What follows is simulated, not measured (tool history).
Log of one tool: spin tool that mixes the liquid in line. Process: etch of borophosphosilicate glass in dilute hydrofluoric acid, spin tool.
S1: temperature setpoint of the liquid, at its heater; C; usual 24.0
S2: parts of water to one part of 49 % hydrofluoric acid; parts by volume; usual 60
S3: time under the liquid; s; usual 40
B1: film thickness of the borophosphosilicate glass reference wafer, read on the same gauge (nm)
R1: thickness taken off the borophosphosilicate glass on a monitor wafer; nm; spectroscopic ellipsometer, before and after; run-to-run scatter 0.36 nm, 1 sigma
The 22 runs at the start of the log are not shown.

run     day    S1  S2  S3     B1     R1
 23  48.208  24.0  60  20  90.01  26.82
 24  49.442  24.0  60  40  90.02  54.01
 25  51.275  25.5  70  65  90.01  78.23
 26  54.267  24.0  60  40  90.01  54.08
 27  56.292  24.0  60  40  89.99  53.12
 28  57.567  21.0  50  20  89.99  29.13
 29  59.558  24.0  60  55  90.02  74.52
 30  60.712  20.0  30  40  90.00  94.15
 31  62.183  24.0  60  40  90.02  53.68
 32  64.662  28.5  85  65  89.99  71.39
 33  67.067  26.5  90  20  89.99  18.77

Consider 3 possible next runs. They are alternatives, not a sequence: every one starts from the tool as it was left by run 33. What does each give?
  A  67.083  27.0  60  40   ?   ?
  B  67.083  24.0  50  40   ?   ?
  C  67.083  24.0  60  50   ?   ?

run     B1     R1
  A  90.00  61.25
  B  90.00  65.99
  C  90.00  67.84
Stripped of hidden state, with their random variation kept, the same runs would have yielded:
run     R1
  A  61.25
  B  65.99
  C  67.84

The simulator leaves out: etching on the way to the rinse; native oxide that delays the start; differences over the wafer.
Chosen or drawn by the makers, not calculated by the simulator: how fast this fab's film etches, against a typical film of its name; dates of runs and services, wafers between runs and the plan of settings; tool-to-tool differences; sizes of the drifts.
